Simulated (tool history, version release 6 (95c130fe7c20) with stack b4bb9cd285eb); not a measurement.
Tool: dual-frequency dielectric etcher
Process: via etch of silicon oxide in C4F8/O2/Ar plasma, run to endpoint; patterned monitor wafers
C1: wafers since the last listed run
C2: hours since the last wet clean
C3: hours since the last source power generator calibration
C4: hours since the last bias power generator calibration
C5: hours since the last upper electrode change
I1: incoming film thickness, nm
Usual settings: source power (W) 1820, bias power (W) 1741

run 1 hour=0 | source_power_(W)=1820 bias_power_(W)=1741 | C1=0 C2=0.5 C3=3201.3 C4=2412.1 C5=3046.1 | I1=1278.7 | endpoint_time_(s)=270.9
run 2 hour=66.7 | source_power_(W)=1820 bias_power_(W)=1741 | C1=403 C2=67.2 C3=3268 C4=2478.8 C5=3112.8 | I1=1279.8 | endpoint_time_(s)=275.4
run 3 hour=160.9 | source_power_(W)=1820 bias_power_(W)=1741 | C1=570 C2=161.4 C3=3362.2 C4=2573 C5=3207 | I1=1261.2 | endpoint_time_(s)=265.4
run 4 hour=198.1 | source_power_(W)=1820 bias_power_(W)=1741 | C1=225 C2=198.6 C3=3399.4 C4=2610.2 C5=3244.2 | I1=1267.7 | endpoint_time_(s)=271.6
run 5 hour=269.2 | source_power_(W)=1820 bias_power_(W)=1741 | C1=430 C2=269.7 C3=3470.5 C4=2681.3 C5=3315.3 | I1=1262.2 | endpoint_time_(s)=268.2
run 6 hour=351.8 | source_power_(W)=1820 bias_power_(W)=1741 | C1=499 C2=352.3 C3=3553.1 C4=2763.9 C5=3397.9 | I1=1267.4 | endpoint_time_(s)=273.8
-- hour=431.6 upper electrode replaced
run 7 hour=432.1 | source_power_(W)=2170 bias_power_(W)=1998 | C1=340 C2=432.6 C3=3633.4 C4=2844.2 C5=0.5 | I1=1256.4 | endpoint_time_(s)=241.8
run 8 hour=502.4 | source_power_(W)=2170 bias_power_(W)=1998 | C1=425 C2=502.9 C3=3703.7 C4=2914.5 C5=70.8 | I1=1253.5 | endpoint_time_(s)=237.6
-- hour=554.1 wet clean of the chamber
run 9 hour=600.8 | source_power_(W)=1820 bias_power_(W)=1741 | C1=450 C2=46.7 C3=3802.1 C4=3012.9 C5=169.2 | I1=1262.3 | endpoint_time_(s)=272.3
run 10 hour=666.9 | source_power_(W)=1820 bias_power_(W)=1741 | C1=400 C2=112.8 C3=3868.2 C4=3079 C5=235.3 | I1=1267.6 | endpoint_time_(s)=272.5
run 11 hour=704.7 | source_power_(W)=2040 bias_power_(W)=1741 | C1=228 C2=150.6 C3=3906 C4=3116.8 C5=273.1 | I1=1266.8 | endpoint_time_(s)=257.6
run 12 hour=763.6 | source_power_(W)=1820 bias_power_(W)=1741 | C1=356 C2=209.5 C3=3964.9 C4=3175.7 C5=332 | I1=1252.6 | endpoint_time_(s)=267.5
run 13 hour=809.8 | source_power_(W)=1820 bias_power_(W)=1741 | C1=279 C2=255.7 C3=4011.1 C4=3221.9 C5=378.2 | I1=1265.2 | endpoint_time_(s)=269.5
run 14 hour=885 | source_power_(W)=1820 bias_power_(W)=1741 | C1=455 C2=330.9 C3=4086.3 C4=3297.1 C5=453.4 | I1=1268.8 | endpoint_time_(s)=271.7
run 15 hour=987.6 | source_power_(W)=1820 bias_power_(W)=1741 | C1=621 C2=433.5 C3=4188.9 C4=3399.7 C5=556 | I1=1274.9 | endpoint_time_(s)=271.6
run 16 hour=1057.2 | source_power_(W)=1700 bias_power_(W)=1741 | C1=421 C2=503.1 C3=4258.5 C4=3469.3 C5=625.6 | I1=1264.4 | endpoint_time_(s)=279.6
run 17 hour=1156.3 | source_power_(W)=1820 bias_power_(W)=1741 | C1=599 C2=602.2 C3=4357.6 C4=3568.4 C5=724.7 | I1=1260.1 | endpoint_time_(s)=265.6
run 18 hour=1244.4 | source_power_(W)=2240 bias_power_(W)=1974 | C1=533 C2=690.3 C3=4445.7 C4=3656.5 C5=812.8 | I1=1269.1 | endpoint_time_(s)=240.6
-- hour=1256.4 bias power generator calibrated
-- hour=1287.3 wet clean of the chamber
run 19 hour=1306.7 | source_power_(W)=2040 bias_power_(W)=1403 | C1=207 C2=19.4 C3=4508 C4=50.3 C5=875.1 | I1=1270.5 | endpoint_time_(s)=270.1
run 20 hour=1358.8 | source_power_(W)=2060 bias_power_(W)=1441 | C1=315 C2=71.5 C3=4560.1 C4=102.4 C5=927.2 | I1=1276.2 | endpoint_time_(s)=271.7
run 21 hour=1401 | source_power_(W)=1820 bias_power_(W)=1932 | C1=255 C2=113.7 C3=4602.3 C4=144.6 C5=969.4 | I1=1276.6 | endpoint_time_(s)=265.5
run 22 hour=1475.8 | source_power_(W)=1820 bias_power_(W)=1741 | C1=452 C2=188.5 C3=4677.1 C4=219.4 C5=1044.2 | I1=1260.5 | endpoint_time_(s)=270
run 23 hour=1554.6 | source_power_(W)=1820 bias_power_(W)=1741 | C1=476 C2=267.3 C3=4755.9 C4=298.2 C5=1123 | I1=1268.1 | endpoint_time_(s)=272
run 24 hour=1634.2 | source_power_(W)=1460 bias_power_(W)=2037 | C1=481 C2=346.9 C3=4835.5 C4=377.8 C5=1202.6 | I1=1252.7 | endpoint_time_(s)=277.1
run 25 hour=1700 | source_power_(W)=2260 bias_power_(W)=1534 | C1=398 C2=412.7 C3=4901.3 C4=443.6 C5=1268.4 | I1=1275.2 | endpoint_time_(s)=261.5
-- hour=1746.3 source power generator calibrated
run 26 hour=1748.5 | source_power_(W)=1950 bias_power_(W)=2105 | C1=269 C2=461.2 C3=2.2 C4=492.1 C5=1316.9 | I1=1268.6 | endpoint_time_(s)=253.1
run 27 hour=1852.5 | source_power_(W)=2210 bias_power_(W)=2082 | C1=629 C2=565.2 C3=106.2 C4=596.1 C5=1420.9 | I1=1245.2 | endpoint_time_(s)=235.4
-- hour=1904.3 wet clean of the chamber
run 28 hour=1935 | source_power_(W)=1470 bias_power_(W)=1520 | C1=354 C2=30.7 C3=188.7 C4=678.6 C5=1503.4 | I1=1266.8 | endpoint_time_(s)=303.7
run 29 hour=1976.9 | source_power_(W)=1820 bias_power_(W)=1741 | C1=253 C2=72.6 C3=230.6 C4=720.5 C5=1545.3 | I1=1267.3 | endpoint_time_(s)=271
run 30 hour=2068.3 | source_power_(W)=1820 bias_power_(W)=1512 | C1=553 C2=164 C3=322 C4=811.9 C5=1636.7 | I1=1269.2 | endpoint_time_(s)=283.8
run 31 hour=2141.7 | source_power_(W)=1820 bias_power_(W)=1741 | C1=444 C2=237.4 C3=395.4 C4=885.3 C5=1710.1 | I1=1254.2 | endpoint_time_(s)=268.8
run 32 hour=2193.7 | source_power_(W)=2270 bias_power_(W)=1988 | C1=314 C2=289.4 C3=447.4 C4=937.3 C5=1762.1 | I1=1261.4 | endpoint_time_(s)=239.9
run 33 hour=2404.6 | source_power_(W)=1820 bias_power_(W)=1512 | C1=1276 C2=500.3 C3=658.3 C4=1148.2 C5=1973 | I1=1264.1 | endpoint_time_(s)=282.9
run 34 hour=2511.7 | source_power_(W)=1680 bias_power_(W)=1741 | C1=648 C2=607.4 C3=765.4 C4=1255.3 C5=2080.1 | I1=1250 | endpoint_time_(s)=275.5
-- hour=2571.4 wet clean of the chamber
run 35 hour=2571.9 | source_power_(W)=1680 bias_power_(W)=1486 | C1=219 C2=0.5 C3=825.6 C4=1315.5 C5=2140.3 | I1=1265.5 | endpoint_time_(s)=290.5

Hidden state at the last listed run before each entry between runs and at the first one after, where it differs:
Between runs 6 and 7: upper electrode replaced (hour 431.6)
  no hidden state differs between the two runs
Between runs 8 and 9: wet clean of the chamber (hour 554.1)
  no hidden state differs between the two runs
Between runs 18 and 19: bias power generator calibrated (hour 1256.4); wet clean of the chamber (hour 1287.3)
  no hidden state differs between the two runs
Between runs 25 and 26: source power generator calibrated (hour 1746.3)
  no hidden state differs between the two runs
Between runs 27 and 28: wet clean of the chamber (hour 1904.3)
  no hidden state differs between the two runs
Between runs 34 and 35: wet clean of the chamber (hour 2571.4)
  no hidden state differs between the two runs
